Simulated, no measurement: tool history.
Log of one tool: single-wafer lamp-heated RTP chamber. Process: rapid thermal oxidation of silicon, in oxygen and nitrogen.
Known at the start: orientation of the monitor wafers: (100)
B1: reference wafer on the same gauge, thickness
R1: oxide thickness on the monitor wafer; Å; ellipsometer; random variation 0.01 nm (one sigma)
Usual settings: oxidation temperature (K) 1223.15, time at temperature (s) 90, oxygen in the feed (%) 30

run 1 day=0 | oxidation_temperature_(K)=1223.15 time_at_temperature_(s)=90 oxygen_in_the_feed_(%)=54 | B1=3.75 | R1=42.13
-- day=0.804 pyrometer window cleaned and pyrometer calibrated
run 2 day=2.208 | oxidation_temperature_(K)=1223.15 time_at_temperature_(s)=90 oxygen_in_the_feed_(%)=54 | B1=3.752 | R1=40.36
run 3 day=4.917 | oxidation_temperature_(K)=1223.15 time_at_temperature_(s)=90 oxygen_in_the_feed_(%)=54 | B1=3.75 | R1=40.59
run 4 day=6.821 | oxidation_temperature_(K)=1243.15 time_at_temperature_(s)=121 oxygen_in_the_feed_(%)=30 | B1=3.748 | R1=44.01
run 5 day=9.567 | oxidation_temperature_(K)=1246.15 time_at_temperature_(s)=90 oxygen_in_the_feed_(%)=30 | B1=3.749 | R1=39.99
run 6 day=11.229 | oxidation_temperature_(K)=1223.15 time_at_temperature_(s)=90 oxygen_in_the_feed_(%)=46 | B1=3.749 | R1=38.98
run 7 day=13.425 | oxidation_temperature_(K)=1223.15 time_at_temperature_(s)=90 oxygen_in_the_feed_(%)=46 | B1=3.751 | R1=39.08
run 8 day=14.817 | oxidation_temperature_(K)=1223.15 time_at_temperature_(s)=90 oxygen_in_the_feed_(%)=46 | B1=3.751 | R1=39.31
run 9 day=17.579 | oxidation_temperature_(K)=1223.15 time_at_temperature_(s)=105 oxygen_in_the_feed_(%)=30 | B1=3.75 | R1=37.04
run 10 day=19.808 | oxidation_temperature_(K)=1223.15 time_at_temperature_(s)=105 oxygen_in_the_feed_(%)=30 | B1=3.748 | R1=37.07
run 11 day=22.767 | oxidation_temperature_(K)=1223.15 time_at_temperature_(s)=105 oxygen_in_the_feed_(%)=30 | B1=3.75 | R1=37.16
run 12 day=24.667 | oxidation_temperature_(K)=1237.15 time_at_temperature_(s)=134 oxygen_in_the_feed_(%)=55 | B1=3.752 | R1=54.65
run 13 day=25.679 | oxidation_temperature_(K)=1223.15 time_at_temperature_(s)=90 oxygen_in_the_feed_(%)=30 | B1=3.749 | R1=35.2
run 14 day=33.075 | oxidation_temperature_(K)=1223.15 time_at_temperature_(s)=90 oxygen_in_the_feed_(%)=30 | B1=3.748 | R1=35.27
run 15 day=36 | oxidation_temperature_(K)=1239.15 time_at_temperature_(s)=59 oxygen_in_the_feed_(%)=17 | B1=3.751 | R1=29.54
run 16 day=38.562 | oxidation_temperature_(K)=1223.15 time_at_temperature_(s)=48 oxygen_in_the_feed_(%)=18 | B1=3.752 | R1=26.8
-- day=39.175 gauge calibrated
-- day=39.675 oxygen flow controller replaced
run 17 day=40.154 | oxidation_temperature_(K)=1223.15 time_at_temperature_(s)=90 oxygen_in_the_feed_(%)=30 | B1=3.75 | R1=35.63
-- day=40.5 pyrometer window cleaned and pyrometer calibrated
run 18 day=42.079 | oxidation_temperature_(K)=1223.15 time_at_temperature_(s)=90 oxygen_in_the_feed_(%)=42 | B1=3.748 | R1=37.74
run 19 day=44.342 | oxidation_temperature_(K)=1195.15 time_at_temperature_(s)=102 oxygen_in_the_feed_(%)=52 | B1=3.751 | R1=35.18

Forecast run 20:
run 20 day=46.908 | oxidation_temperature_(K)=1240.15 time_at_temperature_(s)=56 oxygen_in_the_feed_(%)=47 | B1=? | R1=?

Run 20 gave B1 3.75, R1 36.33 Å.
Without the tool's hidden state the same run would have given R1 35.9 Å.

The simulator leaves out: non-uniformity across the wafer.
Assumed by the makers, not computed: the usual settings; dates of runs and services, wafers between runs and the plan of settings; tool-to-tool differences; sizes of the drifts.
